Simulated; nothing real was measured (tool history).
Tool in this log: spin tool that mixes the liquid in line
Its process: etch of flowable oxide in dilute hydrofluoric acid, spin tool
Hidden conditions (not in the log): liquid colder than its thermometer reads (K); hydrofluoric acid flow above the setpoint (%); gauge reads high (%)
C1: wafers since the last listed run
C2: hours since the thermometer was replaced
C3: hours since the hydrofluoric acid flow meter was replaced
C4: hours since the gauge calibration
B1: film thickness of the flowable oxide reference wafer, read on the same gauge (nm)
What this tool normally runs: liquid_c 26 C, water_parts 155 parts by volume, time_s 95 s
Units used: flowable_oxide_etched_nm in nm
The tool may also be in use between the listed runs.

run 1 hour=0 | liquid_c=27.5 water_parts=155 time_s=95 | C1=0 C2=634.6 C3=121.1 C4=524.6 | B1=130.01 | flowable_oxide_etched_nm=36.6
run 2 hour=48.2 | liquid_c=26 water_parts=155 time_s=95 | C1=310 C2=682.8 C3=169.3 C4=572.8 | B1=130.01 | flowable_oxide_etched_nm=34.75
run 3 hour=101.7 | liquid_c=26 water_parts=155 time_s=95 | C1=344 C2=736.3 C3=222.8 C4=626.3 | B1=130.01 | flowable_oxide_etched_nm=34.6
run 4 hour=139.2 | liquid_c=26 water_parts=155 time_s=95 | C1=241 C2=773.8 C3=260.3 C4=663.8 | B1=129.99 | flowable_oxide_etched_nm=34.96
run 5 hour=184.2 | liquid_c=23 water_parts=155 time_s=70 | C1=289 C2=818.8 C3=305.3 C4=708.8 | B1=130 | flowable_oxide_etched_nm=22.83
run 6 hour=251 | liquid_c=23 water_parts=155 time_s=70 | C1=429 C2=885.6 C3=372.1 C4=775.6 | B1=129.99 | flowable_oxide_etched_nm=22.62
run 7 hour=305.3 | liquid_c=23 water_parts=155 time_s=70 | C1=349 C2=939.9 C3=426.4 C4=829.9 | B1=130 | flowable_oxide_etched_nm=22.78
run 8 hour=338.6 | liquid_c=24 water_parts=210 time_s=95 | C1=214 C2=973.2 C3=459.7 C4=863.2 | B1=130 | flowable_oxide_etched_nm=22.33
run 9 hour=386 | liquid_c=26 water_parts=155 time_s=60 | C1=305 C2=1020.6 C3=507.1 C4=910.6 | B1=130 | flowable_oxide_etched_nm=22.08
run 10 hour=411.4 | liquid_c=26 water_parts=155 time_s=60 | C1=163 C2=1046 C3=532.5 C4=936 | B1=129.99 | flowable_oxide_etched_nm=21.93
run 11 hour=442.7 | liquid_c=26 water_parts=155 time_s=95 | C1=201 C2=1077.3 C3=563.8 C4=967.3 | B1=130 | flowable_oxide_etched_nm=34.51
run 12 hour=499.3 | liquid_c=26 water_parts=155 time_s=95 | C1=364 C2=1133.9 C3=620.4 C4=1023.9 | B1=130.01 | flowable_oxide_etched_nm=34.6
run 13 hour=536 | liquid_c=26 water_parts=185 time_s=95 | C1=236 C2=1170.6 C3=657.1 C4=1060.6 | B1=130 | flowable_oxide_etched_nm=28.06
run 14 hour=585.5 | liquid_c=30 water_parts=130 time_s=80 | C1=318 C2=1220.1 C3=706.6 C4=1110.1 | B1=130.01 | flowable_oxide_etched_nm=41.57
run 15 hour=631.7 | liquid_c=26 water_parts=155 time_s=95 | C1=297 C2=1266.3 C3=752.8 C4=1156.3 | B1=130.01 | flowable_oxide_etched_nm=34.77
run 16 hour=663.5 | liquid_c=24 water_parts=155 time_s=75 | C1=204 C2=1298.1 C3=784.6 C4=1188.1 | B1=130 | flowable_oxide_etched_nm=25.29
run 17 hour=709.3 | liquid_c=26 water_parts=155 time_s=95 | C1=294 C2=1343.9 C3=830.4 C4=1233.9 | B1=130.01 | flowable_oxide_etched_nm=34.54
run 18 hour=744.3 | liquid_c=29.5 water_parts=155 time_s=65 | C1=225 C2=1378.9 C3=865.4 C4=1268.9 | B1=130.01 | flowable_oxide_etched_nm=26.82
-- hour=767 hydrofluoric acid flow meter replaced
-- hour=789.9 gauge calibrated
run 19 hour=801.9 | liquid_c=22 water_parts=225 time_s=95 | C1=364 C2=1436.5 C3=34.9 C4=12 | B1=130.01 | flowable_oxide_etched_nm=19.1
run 20 hour=844.9 | liquid_c=22.5 water_parts=155 time_s=95 | C1=276 C2=1479.5 C3=77.9 C4=55 | B1=130 | flowable_oxide_etched_nm=30.27
run 21 hour=905.8 | liquid_c=26 water_parts=200 time_s=60 | C1=391 C2=1540.4 C3=138.8 C4=115.9 | B1=130.02 | flowable_oxide_etched_nm=16.13
run 22 hour=940.9 | liquid_c=22.5 water_parts=155 time_s=130 | C1=225 C2=1575.5 C3=173.9 C4=151 | B1=130 | flowable_oxide_etched_nm=41.4
-- hour=947.3 thermometer replaced
run 23 hour=976.3 | liquid_c=30 water_parts=105 time_s=40 | C1=221 C2=29 C3=209.3 C4=186.4 | B1=130.01 | flowable_oxide_etched_nm=26.64
run 24 hour=1038.7 | liquid_c=26 water_parts=155 time_s=95 | C1=401 C2=91.4 C3=271.7 C4=248.8 | B1=130 | flowable_oxide_etched_nm=34.56
run 25 hour=1107 | liquid_c=26 water_parts=155 time_s=95 | C1=439 C2=159.7 C3=340 C4=317.1 | B1=129.99 | flowable_oxide_etched_nm=34.61
run 26 hour=1145.8 | liquid_c=21 water_parts=195 time_s=145 | C1=249 C2=198.5 C3=378.8 C4=355.9 | B1=130 | flowable_oxide_etched_nm=33.27
run 27 hour=1185.6 | liquid_c=26 water_parts=75 time_s=95 | C1=256 C2=238.3 C3=418.6 C4=395.7 | B1=130.01 | flowable_oxide_etched_nm=78.95
run 28 hour=1226.5 | liquid_c=26 water_parts=230 time_s=140 | C1=263 C2=279.2 C3=459.5 C4=436.6 | B1=130 | flowable_oxide_etched_nm=31.7
run 29 hour=1282.9 | liquid_c=21 water_parts=80 time_s=95 | C1=362 C2=335.6 C3=515.9 C4=493 | B1=130.02 | flowable_oxide_etched_nm=60.2
run 30 hour=1322.9 | liquid_c=26 water_parts=155 time_s=95 | C1=257 C2=375.6 C3=555.9 C4=533 | B1=130.01 | flowable_oxide_etched_nm=34.41
run 31 hour=1384.6 | liquid_c=29.5 water_parts=100 time_s=50 | C1=397 C2=437.3 C3=617.6 C4=594.7 | B1=129.98 | flowable_oxide_etched_nm=34.76
run 32 hour=1587.4 | liquid_c=26 water_parts=155 time_s=95 | C1=1304 C2=640.1 C3=820.4 C4=797.5 | B1=130 | flowable_oxide_etched_nm=34.83
run 33 hour=1643.5 | liquid_c=26 water_parts=155 time_s=95 | C1=360 C2=696.2 C3=876.5 C4=853.6 | B1=130.02 | flowable_oxide_etched_nm=34.6
run 34 hour=1758.1 | liquid_c=22 water_parts=155 time_s=70 | C1=737 C2=810.8 C3=991.1 C4=968.2 | B1=129.99 | flowable_oxide_etched_nm=21.99
-- hour=1769.7 hydrofluoric acid flow meter replaced
run 35 hour=1788.6 | liquid_c=21 water_parts=210 time_s=45 | C1=189 C2=841.3 C3=18.9 C4=998.7 | B1=130 | flowable_oxide_etched_nm=9.45

Each row is a separate what-if for the run after 35, all from the same tool condition, not one after another. Results?
run A hour=1789 | liquid_c=26 water_parts=95 time_s=95 | C1=2 C2=841.7 C3=19.3 C4=999.1 | B1=? | flowable_oxide_etched_nm=?
run B hour=1789 | liquid_c=23.5 water_parts=185 time_s=50 | C1=2 C2=841.7 C3=19.3 C4=999.1 | B1=? | flowable_oxide_etched_nm=?
run C hour=1789 | liquid_c=26 water_parts=210 time_s=95 | C1=2 C2=841.7 C3=19.3 C4=999.1 | B1=? | flowable_oxide_etched_nm=?

run=A B1=130.02 flowable_oxide_etched_nm=60.41
run=B B1=130.02 flowable_oxide_etched_nm=13.34
run=C B1=130.02 flowable_oxide_etched_nm=23.82
Without the tool's hidden state the same runs would have given:
run=A flowable_oxide_etched_nm=60.41
run=B flowable_oxide_etched_nm=13.34
run=C flowable_oxide_etched_nm=23.82

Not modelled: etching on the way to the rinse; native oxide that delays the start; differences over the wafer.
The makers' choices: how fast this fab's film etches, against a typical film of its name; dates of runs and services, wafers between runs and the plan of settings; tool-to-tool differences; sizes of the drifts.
